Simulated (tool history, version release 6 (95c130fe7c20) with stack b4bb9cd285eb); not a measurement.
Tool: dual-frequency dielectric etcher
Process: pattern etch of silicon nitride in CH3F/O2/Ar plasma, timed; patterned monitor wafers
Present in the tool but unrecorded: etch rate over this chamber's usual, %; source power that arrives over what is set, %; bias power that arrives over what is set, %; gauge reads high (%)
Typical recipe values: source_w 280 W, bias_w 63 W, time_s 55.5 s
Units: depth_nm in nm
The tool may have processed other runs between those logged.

run,hour,source_w,bias_w,time_s,wafers since the last listed run,hours since the last wet clean,hours since the last source power generator calibration,hours since the last bias power generator calibration,hours since the last upper electrode change,hours since the gauge calibration,"read-back reference wafer on the same gauge, depth_nm",depth_nm
1,0.0,240,63,55.5,0,158.3,1767.1,2284.0,2365.6,117.4,30.15,35.22
2,37.8,240,63,55.5,432,196.1,1804.9,2321.8,2403.4,155.2,30.13,35.11
3,89.4,280,63,43.0,591,247.7,1856.5,2373.4,2455.0,206.8,30.08,28.93
4,144.8,280,63,43.0,634,303.1,1911.9,2428.8,2510.4,262.2,30.05,28.89
# hour 223.5: wet clean of the chamber
5,239.0,280,63,43.0,804,15.5,2006.1,2523.0,2604.6,356.4,29.96,28.91
6,302.9,240,63,59.0,731,79.4,2070.0,2586.9,2668.5,420.3,29.93,37.38
7,397.2,280,63,55.5,1080,173.7,2164.3,2681.2,2762.8,514.6,29.86,36.91
# hour 452.1: source power generator calibrated
8,463.5,280,63,55.5,713,240.0,11.4,2747.5,2829.1,580.9,29.79,36.87
# hour 567.7: wet clean of the chamber
9,568.2,280,63,55.5,924,0.5,116.1,2852.2,2933.8,685.6,29.72,36.84
# hour 598.3: gauge calibrated
# hour 603.5: upper electrode replaced
10,604.0,280,63,55.5,135,36.3,151.9,2888.0,0.5,5.7,30.38,37.68
11,726.1,350,71,65.5,1398,158.4,274.0,3010.1,122.6,127.8,30.28,50.51
12,824.0,330,72,68.5,1121,256.3,371.9,3108.0,220.5,225.7,30.19,51.84
# hour 892.5: wet clean of the chamber
13,893.0,240,77,50.5,515,0.5,440.9,3177.0,289.5,294.7,30.18,34.07
14,934.0,320,49,45.0,469,41.5,481.9,3218.0,330.5,335.7,30.12,29.71
15,1029.1,260,69,55.5,1089,136.6,577.0,3313.1,425.6,430.8,30.06,37.40
# hour 1066.1: bias power generator calibrated
16,1081.4,320,71,55.5,553,188.9,629.3,15.3,477.9,483.1,30.03,41.07
17,1188.3,280,74,55.5,1224,295.8,736.2,122.2,584.8,590.0,29.94,39.27
# hour 1217.9: wet clean of the chamber
18,1289.6,280,49,55.5,885,71.7,837.5,223.5,686.1,691.3,29.86,34.46
19,1331.8,240,77,50.5,483,113.9,879.7,265.7,728.3,733.5,29.83,33.73
20,1387.0,340,57,71.5,632,169.1,934.9,320.9,783.5,788.7,29.80,49.95
21,1486.7,280,63,55.5,1141,268.8,1034.6,420.6,883.2,888.4,29.73,37.12

Had the tool no unlogged condition, and each run kept its random variation, what would the results have been?
run,depth_nm
1,35.40
2,35.32
3,29.14
4,29.14
5,29.23
6,37.85
7,37.46
8,37.49
9,37.56
10,37.58
11,50.53
12,51.99
13,34.22
14,29.88
15,37.70
16,41.44
17,39.74
18,34.96
19,34.26
20,50.80
21,37.85
